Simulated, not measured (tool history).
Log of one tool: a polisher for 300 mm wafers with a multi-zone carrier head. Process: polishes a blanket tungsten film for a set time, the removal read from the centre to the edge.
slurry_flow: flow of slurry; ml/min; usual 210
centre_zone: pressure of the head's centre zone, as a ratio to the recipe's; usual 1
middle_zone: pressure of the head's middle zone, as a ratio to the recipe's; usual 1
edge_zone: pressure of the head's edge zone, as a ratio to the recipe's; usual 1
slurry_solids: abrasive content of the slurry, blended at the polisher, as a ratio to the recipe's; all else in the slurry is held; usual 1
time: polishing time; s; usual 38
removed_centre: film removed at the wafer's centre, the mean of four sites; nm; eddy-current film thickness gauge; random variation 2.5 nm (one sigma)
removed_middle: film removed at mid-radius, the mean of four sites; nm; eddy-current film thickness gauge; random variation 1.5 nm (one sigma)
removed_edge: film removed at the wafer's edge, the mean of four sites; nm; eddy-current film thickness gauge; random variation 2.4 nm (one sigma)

run	hour	slurry_flow	centre_zone	middle_zone	edge_zone	slurry_solids	time	incoming thickness of the incoming film, nm	removed_centre	removed_middle	removed_edge
1	0	210	1	1	1	1	38	1278.9	192.4	190.9	196.5
# hour 13.4: slurry nozzle cleaned
2	107.6	210	1.04	1.09	1.07	1	31	1274.3	173.8	179	173.6
# hour 135.2: carrier head's membrane replaced by a new one
# hour 192.3: edge zone pressure recalibrated
3	203.1	210	1	1	0.89	1	38	1300.6	198.7	200.9	197.5
# hour 235.7: centre zone pressure recalibrated
4	253	160	0.96	1	1	1	38	1304.5	177.7	188.5	193.5
5	339.8	210	1.04	1	1.05	1	38	1262	206.7	197.6	207.5
# hour 425.3: worn pad replaced by a new one
6	425.8	245	1	1.11	1	0.7	34	1288.1	167.9	176.8	165.8
7	474.6	210	1	1	1	1	38	1276.1	195.5	195.1	195.7
8	576	150	1	0.94	1.06	1	33	1259.8	150.1	144	161.4
# hour 625.1: slurry nozzle cleaned
9	646.3	145	1.11	1	0.88	1	38	1280.9	217.8	194.5	189.2
10	741.6	210	1	1	1	1	38	1266.2	202.4	201.1	205.2
11	801.3	210	1.05	0.95	1	1	38	1291	213.2	192.3	202.2
# hour 835.4: edge zone pressure recalibrated
12	878.8	210	1	1	1	0.75	38	1281.5	186.5	180.9	184.2
13	986.2	210	1	1	1	1	38	1270.7	194.6	194.5	198.1
# hour 993.1: worn pad replaced by a new one
# hour 1032.5: centre zone pressure recalibrated
14	1060.4	230	1	1	1	1.15	38	1305.9	205.1	203.8	207.6
15	1153.9	210	1	1.1	1	1	38	1271.5	188.9	204.3	193.8
16	1254.8	210	1	1	1	1	38	1264.5	190.4	192.9	192.3
# hour 1282.8: slurry nozzle cleaned
17	1323.6	230	1	1	1	1.15	38	1252.8	223.4	218.9	216.7
18	1371.9	210	1	1.05	1	1	38	1282.3	208.6	211.2	210.2
19	1431	210	1	1.04	1	1	38	1258.3	206.7	208.1	207.6
# hour 1477.4: edge zone pressure recalibrated
# hour 1560.8: carrier head's membrane replaced by a new one
20	1574.2	270	1	1	1	1	38	1291.7	210	209.9	206.5
21	1640.7	180	1.08	1	1	1	48	1278.7	257.5	238	238.2
# hour 1672.8: centre zone pressure recalibrated
22	1688.9	210	1	1	1	1	38	1284.8	195.6	193.8	195.8

Forecast each of these 3 alternatives for the next run:
A	1689.3	210	0.94	1	1	1	38	1301	?	?	?
B	1689.3	150	1	1	1	1	38	1301	?	?	?
C	1689.3	210	1	0.96	1	1	38	1301	?	?	?

run	removed_centre	removed_middle	removed_edge
A	181.1	194.5	200
B	172.5	176.5	187.2
C	192.7	188.8	200.1
Without the tool's hidden state the same runs would have given:
run	removed_centre	removed_middle	removed_edge
A	197.6	210.1	211.6
B	196	197.3	202.1
C	210.3	204	211.7
